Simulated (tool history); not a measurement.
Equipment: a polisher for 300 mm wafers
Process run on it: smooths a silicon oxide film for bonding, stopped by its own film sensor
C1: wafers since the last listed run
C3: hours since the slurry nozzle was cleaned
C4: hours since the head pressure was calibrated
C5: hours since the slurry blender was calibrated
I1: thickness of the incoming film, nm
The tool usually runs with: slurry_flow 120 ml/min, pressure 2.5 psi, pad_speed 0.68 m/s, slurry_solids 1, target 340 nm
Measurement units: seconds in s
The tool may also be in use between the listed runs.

{"run": 1, "hour": 0.0, "slurry_flow": 120, "pressure": 2.5, "pad_speed": 0.72, "slurry_solids": 1, "target": 340, "C1": 0, "wafers polished on this pad": 585, "C3": 262, "C4": 739.2, "C5": 189.2, "I1": 414.8, "seconds": 105.2}
{"run": 2, "hour": 32.1, "slurry_flow": 120, "pressure": 2.5, "pad_speed": 0.72, "slurry_solids": 1, "target": 340, "C1": 317, "wafers polished on this pad": 902, "C3": 294.1, "C4": 771.3, "C5": 221.3, "I1": 410.5, "seconds": 101.2}
{"run": 3, "hour": 66.6, "slurry_flow": 120, "pressure": 2.5, "pad_speed": 0.68, "slurry_solids": 1, "target": 340, "C1": 340, "wafers polished on this pad": 1243, "C3": 328.6, "C4": 805.8, "C5": 255.8, "I1": 416, "seconds": 112.9}
{"run": 4, "hour": 80.5, "slurry_flow": 120, "pressure": 2.5, "pad_speed": 0.68, "slurry_solids": 1, "target": 340, "C1": 137, "wafers polished on this pad": 1380, "C3": 342.5, "C4": 819.7, "C5": 269.7, "I1": 408.3, "seconds": 102.7}
{"hour": 85.7, "done": "slurry blender recalibrated"}
{"run": 5, "hour": 101.6, "slurry_flow": 120, "pressure": 2.5, "pad_speed": 0.68, "slurry_solids": 1, "target": 340, "C1": 188, "wafers polished on this pad": 1569, "C3": 363.6, "C4": 840.8, "C5": 15.9, "I1": 408.7, "seconds": 93.7}
{"hour": 109.1, "done": "worn pad replaced by a new one"}
{"run": 6, "hour": 115.8, "slurry_flow": 120, "pressure": 2.5, "pad_speed": 0.68, "slurry_solids": 1, "target": 352, "C1": 100, "wafers polished on this pad": 66, "C3": 377.8, "C4": 855, "C5": 30.1, "I1": 415.8, "seconds": 88.4}
{"run": 7, "hour": 156.6, "slurry_flow": 120, "pressure": 2.5, "pad_speed": 0.68, "slurry_solids": 1, "target": 352, "C1": 403, "wafers polished on this pad": 469, "C3": 418.6, "C4": 895.8, "C5": 70.9, "I1": 406.1, "seconds": 76.6}
{"run": 8, "hour": 180.6, "slurry_flow": 120, "pressure": 2.5, "pad_speed": 0.68, "slurry_solids": 1, "target": 340, "C1": 237, "wafers polished on this pad": 706, "C3": 442.6, "C4": 919.8, "C5": 94.9, "I1": 407.5, "seconds": 96.3}
{"run": 9, "hour": 209.7, "slurry_flow": 120, "pressure": 2.5, "pad_speed": 0.68, "slurry_solids": 1, "target": 340, "C1": 287, "wafers polished on this pad": 993, "C3": 471.7, "C4": 948.9, "C5": 124, "I1": 409.4, "seconds": 100.9}
{"run": 10, "hour": 232.3, "slurry_flow": 120, "pressure": 2.5, "pad_speed": 0.68, "slurry_solids": 1, "target": 340, "C1": 223, "wafers polished on this pad": 1216, "C3": 494.3, "C4": 971.5, "C5": 146.6, "I1": 403.8, "seconds": 92.7}
{"run": 11, "hour": 259.4, "slurry_flow": 120, "pressure": 2.5, "pad_speed": 0.58, "slurry_solids": 1, "target": 357, "C1": 267, "wafers polished on this pad": 1484, "C3": 521.4, "C4": 998.6, "C5": 173.7, "I1": 405.8, "seconds": 81.5}
{"hour": 279.1, "done": "head pressure recalibrated"}
{"hour": 280.0, "done": "worn pad replaced by a new one"}
{"run": 12, "hour": 280.5, "slurry_flow": 120, "pressure": 2.5, "pad_speed": 0.58, "slurry_solids": 1, "target": 357, "C1": 180, "wafers polished on this pad": 5, "C3": 542.5, "C4": 1.4, "C5": 194.8, "I1": 413.7, "seconds": 95.7}
{"run": 13, "hour": 302.5, "slurry_flow": 120, "pressure": 2.5, "pad_speed": 0.68, "slurry_solids": 1, "target": 349, "C1": 217, "wafers polished on this pad": 222, "C3": 564.5, "C4": 23.4, "C5": 216.8, "I1": 405.4, "seconds": 85.5}
{"run": 14, "hour": 317.8, "slurry_flow": 95, "pressure": 3.3, "pad_speed": 0.68, "slurry_solids": 1, "target": 340, "C1": 151, "wafers polished on this pad": 373, "C3": 579.8, "C4": 38.7, "C5": 232.1, "I1": 405, "seconds": 77.8}
{"run": 15, "hour": 337.2, "slurry_flow": 120, "pressure": 2.5, "pad_speed": 0.68, "slurry_solids": 1, "target": 363, "C1": 191, "wafers polished on this pad": 565, "C3": 599.2, "C4": 58.1, "C5": 251.5, "I1": 410.8, "seconds": 73.6}
{"hour": 357.1, "done": "slurry blender recalibrated"}
{"run": 16, "hour": 361.3, "slurry_flow": 120, "pressure": 2.5, "pad_speed": 0.84, "slurry_solids": 1, "target": 340, "C1": 218, "wafers polished on this pad": 783, "C3": 623.3, "C4": 82.2, "C5": 4.2, "I1": 415, "seconds": 86.6}
{"run": 17, "hour": 391.4, "slurry_flow": 120, "pressure": 2.5, "pad_speed": 0.68, "slurry_solids": 1.2, "target": 332, "C1": 297, "wafers polished on this pad": 1081, "C3": 653.4, "C4": 112.3, "C5": 34.3, "I1": 411, "seconds": 99.3}
{"run": 18, "hour": 426.4, "slurry_flow": 120, "pressure": 2.5, "pad_speed": 0.68, "slurry_solids": 1, "target": 340, "C1": 345, "wafers polished on this pad": 1426, "C3": 688.4, "C4": 147.3, "C5": 69.3, "I1": 414.5, "seconds": 103.8}
{"hour": 441.8, "done": "worn pad replaced by a new one"}
{"run": 19, "hour": 457.3, "slurry_flow": 150, "pressure": 2.5, "pad_speed": 0.68, "slurry_solids": 1, "target": 340, "C1": 265, "wafers polished on this pad": 153, "C3": 719.3, "C4": 178.2, "C5": 100.2, "I1": 409.9, "seconds": 93.8}
{"hour": 486.8, "done": "slurry nozzle cleaned"}
{"run": 20, "hour": 561.5, "slurry_flow": 120, "pressure": 2.5, "pad_speed": 0.68, "slurry_solids": 1, "target": 340, "C1": 1019, "wafers polished on this pad": 1172, "C3": 74.7, "C4": 282.4, "C5": 204.4, "I1": 406.6, "seconds": 97}
{"hour": 572.8, "done": "worn pad replaced by a new one"}
{"run": 21, "hour": 595.5, "slurry_flow": 120, "pressure": 2.5, "pad_speed": 0.68, "slurry_solids": 1, "target": 340, "C1": 296, "wafers polished on this pad": 224, "C3": 108.7, "C4": 316.4, "C5": 238.4, "I1": 414.1, "seconds": 108.5}
{"run": 22, "hour": 627.5, "slurry_flow": 120, "pressure": 2.2, "pad_speed": 0.68, "slurry_solids": 1, "target": 340, "C1": 316, "wafers polished on this pad": 540, "C3": 140.7, "C4": 348.4, "C5": 270.4, "I1": 407.7, "seconds": 115.1}
{"run": 23, "hour": 645.6, "slurry_flow": 120, "pressure": 2.5, "pad_speed": 0.68, "slurry_solids": 1, "target": 340, "C1": 178, "wafers polished on this pad": 719, "C3": 158.8, "C4": 366.5, "C5": 288.5, "I1": 413.3, "seconds": 109.9}
{"hour": 655.1, "done": "slurry blender recalibrated"}
{"run": 24, "hour": 663.4, "slurry_flow": 120, "pressure": 2.5, "pad_speed": 0.68, "slurry_solids": 0.7, "target": 340, "C1": 156, "wafers polished on this pad": 875, "C3": 176.6, "C4": 384.3, "C5": 8.3, "I1": 415.9, "seconds": 130.7}
{"run": 25, "hour": 695.7, "slurry_flow": 120, "pressure": 2.5, "pad_speed": 0.68, "slurry_solids": 1, "target": 340, "C1": 319, "wafers polished on this pad": 1194, "C3": 208.9, "C4": 416.6, "C5": 40.6, "I1": 418.3, "seconds": 110.5}
{"run": 26, "hour": 727.3, "slurry_flow": 120, "pressure": 2.5, "pad_speed": 0.74, "slurry_solids": 0.9, "target": 320, "C1": 312, "wafers polished on this pad": 1506, "C3": 240.5, "C4": 448.2, "C5": 72.2, "I1": 413.9, "seconds": 131.9}
{"hour": 733.1, "done": "worn pad replaced by a new one"}
{"run": 27, "hour": 744.6, "slurry_flow": 120, "pressure": 3.4, "pad_speed": 0.56, "slurry_solids": 1, "target": 340, "C1": 131, "wafers polished on this pad": 113, "C3": 257.8, "C4": 465.5, "C5": 89.5, "I1": 412, "seconds": 87.3}

What if the next run were any one of these 5? Each begins from the tool's condition after run 27:
{"run": "A", "hour": 745.1, "slurry_flow": 120, "pressure": 2.5, "pad_speed": 0.68, "slurry_solids": 1, "target": 340, "C1": 4, "wafers polished on this pad": 118, "C3": 258.3, "C4": 466, "C5": 90, "I1": 412.7, "seconds": "?"}
{"run": "B", "hour": 745.1, "slurry_flow": 145, "pressure": 2.5, "pad_speed": 0.68, "slurry_solids": 1.15, "target": 340, "C1": 4, "wafers polished on this pad": 118, "C3": 258.3, "C4": 466, "C5": 90, "I1": 412.7, "seconds": "?"}
{"run": "C", "hour": 745.1, "slurry_flow": 120, "pressure": 2.5, "pad_speed": 0.6, "slurry_solids": 1, "target": 340, "C1": 4, "wafers polished on this pad": 118, "C3": 258.3, "C4": 466, "C5": 90, "I1": 412.7, "seconds": "?"}
{"run": "D", "hour": 745.1, "slurry_flow": 150, "pressure": 1.9, "pad_speed": 0.56, "slurry_solids": 1, "target": 360, "C1": 4, "wafers polished on this pad": 118, "C3": 258.3, "C4": 466, "C5": 90, "I1": 412.7, "seconds": "?"}
{"run": "E", "hour": 745.1, "slurry_flow": 105, "pressure": 2, "pad_speed": 0.68, "slurry_solids": 1.2, "target": 340, "C1": 4, "wafers polished on this pad": 118, "C3": 258.3, "C4": 466, "C5": 90, "I1": 412.7, "seconds": "?"}

run=A seconds=103.2
run=B seconds=93.5
run=C seconds=114.1
run=D seconds=111.4
run=E seconds=120.1
Stripped of hidden state, with their random variation kept, the same runs would have yielded:
run=A seconds=98.4
run=B seconds=89.5
run=C seconds=108.7
run=D seconds=106.1
run=E seconds=115.1
